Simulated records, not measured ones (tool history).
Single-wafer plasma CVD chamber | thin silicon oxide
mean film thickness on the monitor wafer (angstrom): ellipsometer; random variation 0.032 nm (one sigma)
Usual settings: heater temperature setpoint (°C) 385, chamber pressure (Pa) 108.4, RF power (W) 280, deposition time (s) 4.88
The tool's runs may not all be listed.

run	hour	heater temperature setpoint (°C)	chamber pressure (Pa)	RF power (W)	deposition time (s)	read-back reference wafer on the same gauge, thickness_nm	mean film thickness on the monitor wafer (angstrom)
1	0.0	385	108.4	280	4.88	9.049	83.62
2	52.0	385	108.4	280	4.88	9.044	83.06
3	123.8	385	108.4	280	4.88	9.040	83.30
4	160.9	385	108.4	280	4.88	9.054	83.41
# hour 219.7: RF generator calibrated
5	220.2	385	108.4	250	4.88	9.045	78.85
6	355.6	385	108.4	250	4.88	9.037	77.66
7	392.0	385	108.4	250	4.88	9.026	78.17
8	424.2	385	108.4	280	4.88	9.032	84.44
9	490.5	385	108.4	280	4.88	9.036	83.70
10	546.6	385	118.8	255	4.88	9.041	86.01
11	588.2	396	122.0	235	4.14	9.047	69.80
12	632.7	385	108.4	280	4.88	9.030	83.70
13	670.3	385	108.4	295	5.33	9.050	93.53
14	713.7	394	108.4	260	4.88	9.049	78.61
15	757.5	385	84.5	280	4.13	9.054	53.75
# hour 800.4: capacitance manometer re-zeroed and calibrated
16	801.2	392	87.6	245	5.19	9.039	65.00
17	832.9	381	108.4	280	5.61	9.043	97.38
18	878.8	385	108.4	280	4.88	9.037	84.00
# hour 895.7: gauge calibrated
19	920.6	385	108.4	280	4.88	9.038	84.86
# hour 929.4: showerhead replaced
20	1041.3	385	94.1	260	5.49	9.043	77.83
21	1092.2	385	108.4	230	5.41	9.050	80.84
22	1129.3	385	108.4	280	4.88	9.032	83.46
23	1173.4	372	108.4	330	4.40	9.029	83.31
24	1220.0	392	108.4	310	3.91	9.032	70.64
25	1277.0	385	94.1	260	5.49	9.049	77.28
# hour 1310.7: RF generator calibrated
26	1335.2	385	108.4	280	4.88	9.055	85.45
27	1376.5	385	108.4	280	4.88	9.040	84.95
28	1432.5	380	82.5	335	5.34	9.035	76.38
29	1476.6	394	89.3	300	5.72	9.040	83.89

3 ways to go on from here, each from the tool as it stands after run 29. What would each give?
A	1477.0	385	126.0	280	4.88	?	?
B	1477.0	385	108.4	330	4.88	?	?
C	1477.0	371	108.4	280	4.88	?	?

run	read-back reference wafer on the same gauge, thickness_nm	mean film thickness on the monitor wafer (angstrom)
A	9.039	97.89
B	9.039	93.72
C	9.039	86.45
Without the tool's hidden state the same runs would have given:
run	mean film thickness on the monitor wafer (angstrom)
A	98.51
B	94.33
C	87.03

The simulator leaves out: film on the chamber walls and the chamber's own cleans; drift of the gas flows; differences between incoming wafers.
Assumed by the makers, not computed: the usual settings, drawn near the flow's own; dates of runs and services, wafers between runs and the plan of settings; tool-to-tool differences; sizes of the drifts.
